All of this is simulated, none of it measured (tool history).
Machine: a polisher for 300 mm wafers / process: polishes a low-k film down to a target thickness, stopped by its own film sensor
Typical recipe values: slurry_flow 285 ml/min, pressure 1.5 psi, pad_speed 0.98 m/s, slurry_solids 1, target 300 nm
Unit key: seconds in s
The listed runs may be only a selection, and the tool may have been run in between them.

run    hour  slurry_flow  pressure  pad_speed  slurry_solids  target  wafers since the last listed run  wafers polished on this pad  hours since the slurry nozzle was cleaned  hours since the head pressure was calibrated  hours since the slurry blender was calibrated  hours since the conditioning disc was replaced  incoming thickness of the incoming film, nm  seconds
  1       0          285       1.5       0.98              1     300                                 0                           96                                      469.1                                         880.4                                           92.8                                            89.1                                        328.8    101.6
         20  -- slurry nozzle cleaned
  2    52.7          355       1.5       0.98              1     300                               329                          426                                       32.7                                         933.1                                          145.5                                           141.8                                        323.3     81.9
  3   108.4          355       1.5       0.98              1     300                               354                          780                                       88.4                                         988.8                                          201.2                                           197.5                                        329.5    104.7
      201.2  -- conditioning disc replaced and pad reconditioned, repeated, since the last time left the tool worse
  4   215.1          285       1.5       0.98           0.85     300                               666                         1447                                      195.1                                        1095.5                                          307.9                                            13.9                                        327.3     95.7
        230  -- head pressure recalibrated
  5   272.6          285       1.5       0.98           0.85     300                               353                         1801                                      252.6                                          42.6                                          365.4                                            71.4                                        329.7    103.8
  6     347          285       1.5       0.98           0.85     300                               473                         2274                                        327                                           117                                          439.8                                           145.8                                        329.2    103.1
      382.8  -- slurry blender recalibrated
      390.8  -- slurry nozzle cleaned
      426.2  -- worn pad replaced by a new one
  7   426.7          285       1.5       0.98              1     300                               462                            3                                       35.9                                         196.7                                           43.9                                           225.5                                        330.8     96.8
  8   491.1          285       1.5       0.98              1     300                               410                          413                                      100.3                                         261.1                                          108.3                                           289.9                                        329.8     96.4
  9   631.3          325       1.5       1.08              1     300                               892                         1306                                      240.5                                         401.3                                          248.5                                           430.1                                        327.9       84
        652  -- conditioning disc replaced and pad reconditioned
 10   718.1          325       1.5       1.08              1     300                               540                         1846                                      327.3                                         488.1                                          335.3                                            66.1                                        330.7     87.6
 11   766.2          285       1.5       1.14            1.1     300                               306                         2152                                      375.4                                         536.2                                          383.4                                           114.2                                        327.1     69.4
      784.7  -- slurry nozzle cleaned
 12   806.5          285       1.5        1.3              1     300                               250                         2403                                       21.8                                         576.5                                          423.7                                           154.5                                        329.9     74.3
      850.9  -- slurry blender recalibrated
      879.2  -- worn pad replaced by a new one
 13   886.7          285       1.1       0.98              1     300                               472                           47                                        102                                         656.7                                           35.8                                           234.7                                          335    148.9
 14   961.8          285       1.2       0.98              1     300                               478                          525                                      177.1                                         731.8                                          110.9                                           309.8                                        332.3    127.7
 15  1068.3          185       1.7       0.98           1.15     300                               678                         1204                                      283.6                                         838.3                                          217.4                                           416.3                                        330.4     83.7
       1129  -- conditioning disc replaced and pad reconditioned
 16  1139.5          310       1.8       0.98              1     303                               440                         1644                                      354.8                                         909.5                                          288.6                                            10.5                                        328.8       66
     1157.5  -- slurry nozzle cleaned
 17  1200.6          285       1.5       0.98              1     300                               382                         2027                                       43.1                                         970.6                                          349.7                                            71.6                                        332.7     99.6

Expected results for the next run?
 18  1253.8          285       1.5       0.98              1     300                               338                         2366                                       96.3                                        1023.8                                          402.9                                           124.8                                          334        ?

Run 18 came out at seconds 106.8 s.
On a tool with no hidden condition, and with the same random variation, this run would have come out at seconds 102.6 s.
